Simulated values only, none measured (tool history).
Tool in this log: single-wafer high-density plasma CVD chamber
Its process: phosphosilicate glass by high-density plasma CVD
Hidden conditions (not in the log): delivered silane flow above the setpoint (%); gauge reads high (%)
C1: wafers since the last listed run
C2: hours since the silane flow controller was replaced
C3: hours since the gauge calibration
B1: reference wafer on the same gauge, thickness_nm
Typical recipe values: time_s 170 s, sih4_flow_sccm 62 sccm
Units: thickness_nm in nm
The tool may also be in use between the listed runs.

run 1 day=0.000 | time_s=170 sih4_flow_sccm=62 | C1=0 C2=2806.3 C3=882.5 | B1=900.409 | thickness_nm=1090.372
run 2 day=3.125 | time_s=170 sih4_flow_sccm=62 | C1=765 C2=2881.3 C3=957.5 | B1=898.773 | thickness_nm=1083.939
run 3 day=5.338 | time_s=170 sih4_flow_sccm=62 | C1=542 C2=2934.4 C3=1010.6 | B1=902.171 | thickness_nm=1091.841
run 4 day=8.642 | time_s=170 sih4_flow_sccm=62 | C1=809 C2=3013.7 C3=1089.9 | B1=898.847 | thickness_nm=1082.069
run 5 day=10.879 | time_s=170 sih4_flow_sccm=62 | C1=548 C2=3067.4 C3=1143.6 | B1=900.015 | thickness_nm=1088.358
run 6 day=13.562 | time_s=170 sih4_flow_sccm=57 | C1=657 C2=3131.8 C3=1208.0 | B1=900.389 | thickness_nm=1003.526
run 7 day=16.250 | time_s=170 sih4_flow_sccm=57 | C1=658 C2=3196.3 C3=1272.5 | B1=898.455 | thickness_nm=1002.187
run 8 day=20.200 | time_s=170 sih4_flow_sccm=57 | C1=967 C2=3291.1 C3=1367.3 | B1=899.294 | thickness_nm=997.312
run 9 day=24.246 | time_s=159 sih4_flow_sccm=62 | C1=991 C2=3388.2 C3=1464.4 | B1=897.316 | thickness_nm=1021.036
run 10 day=28.300 | time_s=159 sih4_flow_sccm=62 | C1=993 C2=3485.5 C3=1561.7 | B1=897.976 | thickness_nm=1014.189
run 11 day=30.075 | time_s=159 sih4_flow_sccm=62 | C1=434 C2=3528.1 C3=1604.3 | B1=898.906 | thickness_nm=1014.501
run 12 day=32.883 | time_s=147 sih4_flow_sccm=55 | C1=688 C2=3595.5 C3=1671.7 | B1=901.518 | thickness_nm=844.409
run 13 day=35.667 | time_s=170 sih4_flow_sccm=62 | C1=682 C2=3662.3 C3=1738.5 | B1=899.083 | thickness_nm=1083.300
run 14 day=39.446 | time_s=170 sih4_flow_sccm=62 | C1=926 C2=3753.0 C3=1829.2 | B1=898.321 | thickness_nm=1075.636
-- day=39.696 gauge calibrated
run 15 day=41.929 | time_s=180 sih4_flow_sccm=68 | C1=608 C2=3812.6 C3=53.6 | B1=901.143 | thickness_nm=1252.210
run 16 day=43.550 | time_s=141 sih4_flow_sccm=62 | C1=397 C2=3851.5 C3=92.5 | B1=900.087 | thickness_nm=895.055
-- day=44.096 silane flow controller replaced
run 17 day=47.496 | time_s=157 sih4_flow_sccm=69 | C1=885 C2=81.6 C3=187.2 | B1=899.987 | thickness_nm=1045.723
run 18 day=50.467 | time_s=157 sih4_flow_sccm=69 | C1=727 C2=152.9 C3=258.5 | B1=901.466 | thickness_nm=1050.658
run 19 day=53.862 | time_s=154 sih4_flow_sccm=52 | C1=832 C2=234.4 C3=340.0 | B1=900.469 | thickness_nm=796.958
run 20 day=63.179 | time_s=140 sih4_flow_sccm=51 | C1=2282 C2=458.0 C3=563.6 | B1=898.820 | thickness_nm=719.794
run 21 day=65.083 | time_s=170 sih4_flow_sccm=71 | C1=466 C2=503.7 C3=609.3 | B1=901.754 | thickness_nm=1170.583
run 22 day=71.917 | time_s=161 sih4_flow_sccm=53 | C1=1674 C2=667.7 C3=773.3 | B1=900.682 | thickness_nm=858.440
run 23 day=75.175 | time_s=170 sih4_flow_sccm=62 | C1=798 C2=745.9 C3=851.5 | B1=899.215 | thickness_nm=1049.846
run 24 day=77.708 | time_s=184 sih4_flow_sccm=59 | C1=620 C2=806.7 C3=912.3 | B1=899.097 | thickness_nm=1094.848
run 25 day=80.029 | time_s=201 sih4_flow_sccm=59 | C1=568 C2=862.4 C3=968.0 | B1=900.060 | thickness_nm=1182.479

Forecast each of these 3 alternatives for the next run:
run A day=80.046 | time_s=170 sih4_flow_sccm=62 | C1=4 C2=862.8 C3=968.4 | B1=? | thickness_nm=?
run B day=80.046 | time_s=180 sih4_flow_sccm=50 | C1=4 C2=862.8 C3=968.4 | B1=? | thickness_nm=?
run C day=80.046 | time_s=192 sih4_flow_sccm=68 | C1=4 C2=862.8 C3=968.4 | B1=? | thickness_nm=?

run=A B1=900.194 thickness_nm=1049.130
run=B B1=900.194 thickness_nm=918.206
run=C B1=900.194 thickness_nm=1287.640
Without the tool's hidden state the same runs would have given:
run=A thickness_nm=1021.768
run=B thickness_nm=894.258
run=C thickness_nm=1254.057
